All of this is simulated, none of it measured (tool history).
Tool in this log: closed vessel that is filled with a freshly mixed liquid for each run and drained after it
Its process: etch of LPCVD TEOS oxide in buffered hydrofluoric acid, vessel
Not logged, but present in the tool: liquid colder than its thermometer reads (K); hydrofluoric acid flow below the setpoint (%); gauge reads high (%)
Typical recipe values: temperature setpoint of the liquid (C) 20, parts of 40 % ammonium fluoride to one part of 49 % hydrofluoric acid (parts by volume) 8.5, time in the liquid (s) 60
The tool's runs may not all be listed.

run,day,temperature setpoint of the liquid (C),parts of 40 % ammonium fluoride to one part of 49 % hydrofluoric acid (parts by volume),time in the liquid (s),wafers since the last listed run,hours since the thermometer was replaced,hours since the hydrofluoric acid flow meter was replaced,hours since the gauge calibration,"read-back film thickness of the LPCVD TEOS oxide reference wafer, read on the same gauge (nm)",thickness taken off the LPCVD TEOS oxide on a monitor wafer (nm)
1,0,20,8.5,80,0,1465.5,1147.4,523.8,70.01,327.31
2,3.842,20,8.5,80,12806,1557.7,1239.6,616,70,326.06
3,6.662,20,8.5,80,9403,1625.4,1307.3,683.7,69.98,322.39
4,10.029,17,8.5,60,11222,1706.2,1388.1,764.5,70.01,203.44
5,11.542,17,8.5,60,5041,1742.5,1424.4,800.8,70.03,203.71
6,15.838,20,8.5,60,14320,1845.6,1527.5,903.9,70.01,240.51
7,20.254,20,8.5,60,14722,1951.6,1633.5,1009.9,70,237.85
8,24.642,20,8.5,60,14625,2056.9,1738.8,1115.2,70.02,235.31
# day 28.225: gauge calibrated
9,36.729,20,7.5,60,40293,2347,2028.9,204.1,70,269.99
10,40.275,20,7.5,60,11820,2432.1,2114,289.2,70,264.99
# day 40.817: hydrofluoric acid flow meter replaced
# day 43.879: thermometer replaced
11,44.221,18,7,35,12875,8.2,81.7,383.9,69.98,165.18
12,46.621,20,11,40,8000,65.8,139.3,441.5,70,139.81
13,48.129,20,11,50,5028,102,175.5,477.7,70.01,174.38
14,51.546,20,5,90,11389,184,257.5,559.7,70,640.12
15,53.408,23.5,8.5,60,6208,228.7,302.2,604.4,69.99,316.91
16,55.325,20,8.5,60,6389,274.7,348.2,650.4,70.02,258.75

Run 17 has not been measured yet. What should we expect?
17,58.221,20,6.5,30,9653,344.2,417.7,719.9,?,?

{"run 17": {"read-back film thickness of the LPCVD TEOS oxide reference wafer, read on the same gauge (nm)": 70, "thickness taken off the LPCVD TEOS oxide on a monitor wafer (nm)": 170.88}}
If the tool had no hidden condition, the same run with the same run-to-run variation would have returned thickness taken off the LPCVD TEOS oxide on a monitor wafer (nm) 176.72.
